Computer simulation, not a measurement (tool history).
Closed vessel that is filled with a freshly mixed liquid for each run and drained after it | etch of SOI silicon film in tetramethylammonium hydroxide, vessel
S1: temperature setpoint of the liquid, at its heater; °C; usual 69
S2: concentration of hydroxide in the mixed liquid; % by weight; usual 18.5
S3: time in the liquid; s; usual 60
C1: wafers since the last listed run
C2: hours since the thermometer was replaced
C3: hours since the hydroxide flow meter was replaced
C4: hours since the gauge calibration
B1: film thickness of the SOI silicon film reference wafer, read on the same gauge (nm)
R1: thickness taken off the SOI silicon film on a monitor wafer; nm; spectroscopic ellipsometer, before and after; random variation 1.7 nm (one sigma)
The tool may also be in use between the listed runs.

run 1 day=0 | S1=69 S2=18.5 S3=60 | C1=0 C2=1251.2 C3=1967.6 C4=271.2 | B1=50.03 | R1=271.58
run 2 day=1.975 | S1=69 S2=18.5 S3=70 | C1=5016 C2=1298.6 C3=2015 C4=318.6 | B1=49.99 | R1=316.29
run 3 day=4.321 | S1=69 S2=18.5 S3=70 | C1=5958 C2=1354.9 C3=2071.3 C4=374.9 | B1=49.96 | R1=315.33
run 4 day=6.812 | S1=69 S2=18.5 S3=70 | C1=6329 C2=1414.7 C3=2131.1 C4=434.7 | B1=50.01 | R1=314.38
run 5 day=7.858 | S1=64 S2=18.5 S3=35 | C1=2656 C2=1439.8 C3=2156.2 C4=459.8 | B1=50 | R1=115.85
run 6 day=9.45 | S1=64 S2=18.5 S3=35 | C1=4043 C2=1478 C3=2194.4 C4=498 | B1=49.98 | R1=116.41
run 7 day=10.621 | S1=69 S2=15 S3=60 | C1=2974 C2=1506.1 C3=2222.5 C4=526.1 | B1=50.01 | R1=297.22
run 8 day=11.954 | S1=69 S2=15 S3=60 | C1=3386 C2=1538.1 C3=2254.5 C4=558.1 | B1=49.98 | R1=292.83
run 9 day=14.142 | S1=69 S2=18.5 S3=60 | C1=5556 C2=1590.6 C3=2307 C4=610.6 | B1=50 | R1=268.35
run 10 day=16.317 | S1=69 S2=17.5 S3=60 | C1=5524 C2=1642.8 C3=2359.2 C4=662.8 | B1=50 | R1=274.89
-- day=17.517 hydroxide flow meter replaced
run 11 day=18.308 | S1=69 S2=17.5 S3=60 | C1=4953 C2=1690.6 C3=19 C4=710.6 | B1=49.96 | R1=290.33
run 12 day=20.488 | S1=69 S2=18.5 S3=60 | C1=5535 C2=1742.9 C3=71.3 C4=762.9 | B1=49.98 | R1=281.89
run 13 day=22.471 | S1=69 S2=18.5 S3=60 | C1=5038 C2=1790.5 C3=118.9 C4=810.5 | B1=50.01 | R1=281.46
run 14 day=24.867 | S1=69 S2=18.5 S3=60 | C1=6085 C2=1848 C3=176.4 C4=868 | B1=50 | R1=283.27
-- day=26.404 gauge calibrated
run 15 day=27.4 | S1=69 S2=18.5 S3=60 | C1=6435 C2=1908.8 C3=237.2 C4=23.9 | B1=50.02 | R1=283.35
run 16 day=29.021 | S1=69 S2=24 S3=80 | C1=4117 C2=1947.7 C3=276.1 C4=62.8 | B1=50.01 | R1=304.42
run 17 day=30.088 | S1=76.5 S2=22.5 S3=75 | C1=2709 C2=1973.3 C3=301.7 C4=88.4 | B1=49.97 | R1=475.48
run 18 day=32.838 | S1=62 S2=23 S3=90 | C1=6985 C2=2039.3 C3=367.7 C4=154.4 | B1=50 | R1=237.02
run 19 day=34.958 | S1=75 S2=16.5 S3=60 | C1=5387 C2=2090.2 C3=418.6 C4=205.3 | B1=49.93 | R1=417.61
-- day=35.075 thermometer replaced
run 20 day=35.971 | S1=65 S2=16.5 S3=35 | C1=2466 C2=21.5 C3=442.9 C4=229.6 | B1=50.01 | R1=136.11
run 21 day=37.8 | S1=69 S2=18.5 S3=60 | C1=4646 C2=65.4 C3=486.8 C4=273.5 | B1=49.97 | R1=280.19
run 22 day=40.646 | S1=73.5 S2=18.5 S3=60 | C1=7228 C2=133.7 C3=555.1 C4=341.8 | B1=49.98 | R1=362.11
run 23 day=42.525 | S1=69 S2=15 S3=80 | C1=4773 C2=178.8 C3=600.2 C4=386.9 | B1=50 | R1=407.97
run 24 day=45.038 | S1=74.5 S2=18.5 S3=60 | C1=6382 C2=239.1 C3=660.5 C4=447.2 | B1=50.03 | R1=381.68
run 25 day=47.492 | S1=69 S2=18.5 S3=60 | C1=6233 C2=298 C3=719.4 C4=506.1 | B1=50.03 | R1=279.66
run 26 day=49.2 | S1=66.5 S2=18.5 S3=60 | C1=4339 C2=339 C3=760.4 C4=547.1 | B1=50.03 | R1=239.83
run 27 day=50.896 | S1=69 S2=18.5 S3=60 | C1=4307 C2=379.7 C3=801.1 C4=587.8 | B1=49.95 | R1=278.39
run 28 day=52.079 | S1=66 S2=18.5 S3=60 | C1=3005 C2=408.1 C3=829.5 C4=616.2 | B1=49.99 | R1=232.4
run 29 day=53.808 | S1=72 S2=22 S3=80 | C1=4392 C2=449.6 C3=871 C4=657.7 | B1=49.99 | R1=394.73
run 30 day=56.688 | S1=69 S2=18.5 S3=30 | C1=7313 C2=518.7 C3=940.1 C4=726.8 | B1=50.04 | R1=139.22
run 31 day=58.117 | S1=69 S2=18.5 S3=90 | C1=3630 C2=553 C3=974.4 C4=761.1 | B1=50.03 | R1=416.34
run 32 day=59.333 | S1=69 S2=18.5 S3=60 | C1=3090 C2=582.2 C3=1003.6 C4=790.3 | B1=50.05 | R1=277.8
run 33 day=61.879 | S1=69 S2=18.5 S3=60 | C1=6466 C2=643.3 C3=1064.7 C4=851.4 | B1=50.03 | R1=276.83
run 34 day=62.95 | S1=64 S2=18.5 S3=45 | C1=2720 C2=669 C3=1090.4 C4=877.1 | B1=49.96 | R1=154.03

Measured less the same run without the tool's hidden state. The same run-to-run variation is in both; the gauge's scatter may not be:
The hidden state here: liquid hotter than its thermometer reads (K); hydroxide flow above the setpoint (%); gauge reads high (%).
run=1 R1=-14.48
run=2 R1=-17.23
run=3 R1=-17.6
run=4 R1=-18.01
run=5 R1=-6.7
run=6 R1=-6.84
run=7 R1=-13.08
run=8 R1=-13.06
run=9 R1=-16.51
run=10 R1=-15.89
run=11 R1=-0.94
run=12 R1=-1.31
run=13 R1=-1.61
run=14 R1=-1.97
run=15 R1=-2.34
run=16 R1=-8.58
run=17 R1=-12.31
run=18 R1=-7.43
run=19 R1=-4.37
run=20 R1=-1.49
run=21 R1=-3.86
run=22 R1=-5.55
run=23 R1=-4.98
run=24 R1=-6.75
run=25 R1=-5.32
run=26 R1=-4.78
run=27 R1=-5.81
run=28 R1=-5
run=29 R1=-22.99
run=30 R1=-3.35
run=31 R1=-10.32
run=32 R1=-7.07
run=33 R1=-7.43
run=34 R1=-4.23
